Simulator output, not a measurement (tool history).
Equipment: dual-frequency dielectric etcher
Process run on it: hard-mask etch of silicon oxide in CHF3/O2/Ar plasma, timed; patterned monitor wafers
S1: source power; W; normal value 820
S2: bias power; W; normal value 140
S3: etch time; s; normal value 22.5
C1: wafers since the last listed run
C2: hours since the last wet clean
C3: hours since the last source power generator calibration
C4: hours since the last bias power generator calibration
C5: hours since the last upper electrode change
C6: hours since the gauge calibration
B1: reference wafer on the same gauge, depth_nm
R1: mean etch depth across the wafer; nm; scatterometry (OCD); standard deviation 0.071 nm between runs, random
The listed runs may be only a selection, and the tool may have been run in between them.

run	hour	S1	S2	S3	C1	C2	C3	C4	C5	C6	B1	R1
1	0.0	820	140	22.5	0	197.0	2694.7	3452.3	4322.7	494.8	50.00	44.47
2	22.9	820	140	17.5	236	219.9	2717.6	3475.2	4345.6	517.7	50.00	34.63
3	45.7	820	140	17.5	235	242.7	2740.4	3498.0	4368.4	540.5	49.98	34.53
4	60.5	820	140	17.5	153	257.5	2755.2	3512.8	4383.2	555.3	49.98	34.57
5	96.1	820	116	22.5	368	293.1	2790.8	3548.4	4418.8	590.9	50.01	42.75
# hour 100.6: bias power generator calibrated
6	121.5	820	116	22.5	221	318.5	2816.2	20.9	4444.2	616.3	50.02	42.85
7	135.7	820	140	22.5	146	332.7	2830.4	35.1	4458.4	630.5	49.98	44.68
8	168.0	820	140	22.5	334	365.0	2862.7	67.4	4490.7	662.8	49.99	44.69
# hour 194.0: upper electrode replaced
9	196.7	820	140	19.5	48	393.7	2891.4	96.1	2.7	691.5	49.99	38.86
# hour 260.4: gauge calibrated
# hour 269.2: wet clean of the chamber
10	288.4	820	140	19.5	700	19.2	2983.1	187.8	94.4	28.0	49.97	38.22
11	316.3	820	140	22.5	288	47.1	3011.0	215.7	122.3	55.9	49.99	44.22
12	336.2	720	126	19.5	205	67.0	3030.9	235.6	142.2	75.8	50.02	35.22
# hour 341.0: source power generator calibrated
13	364.6	680	131	16.5	252	95.4	23.6	264.0	170.6	104.2	49.99	30.14
14	380.7	820	140	17.5	166	111.5	39.7	280.1	186.7	120.3	50.00	35.30
15	400.9	820	126	22.5	208	131.7	59.9	300.3	206.9	140.5	50.01	44.47
16	422.2	920	153	26.0	220	153.0	81.2	321.6	228.2	161.8	49.98	56.41

Run 17 is up next; what results do you expect?
17	442.2	890	107	25.5	206	173.0	101.2	341.6	248.2	181.8	?	?

Run 17 measured B1 50.00, R1 50.46 nm.
With the hidden condition absent and the run-to-run variation left alone, this run would have shown R1 50.12 nm.

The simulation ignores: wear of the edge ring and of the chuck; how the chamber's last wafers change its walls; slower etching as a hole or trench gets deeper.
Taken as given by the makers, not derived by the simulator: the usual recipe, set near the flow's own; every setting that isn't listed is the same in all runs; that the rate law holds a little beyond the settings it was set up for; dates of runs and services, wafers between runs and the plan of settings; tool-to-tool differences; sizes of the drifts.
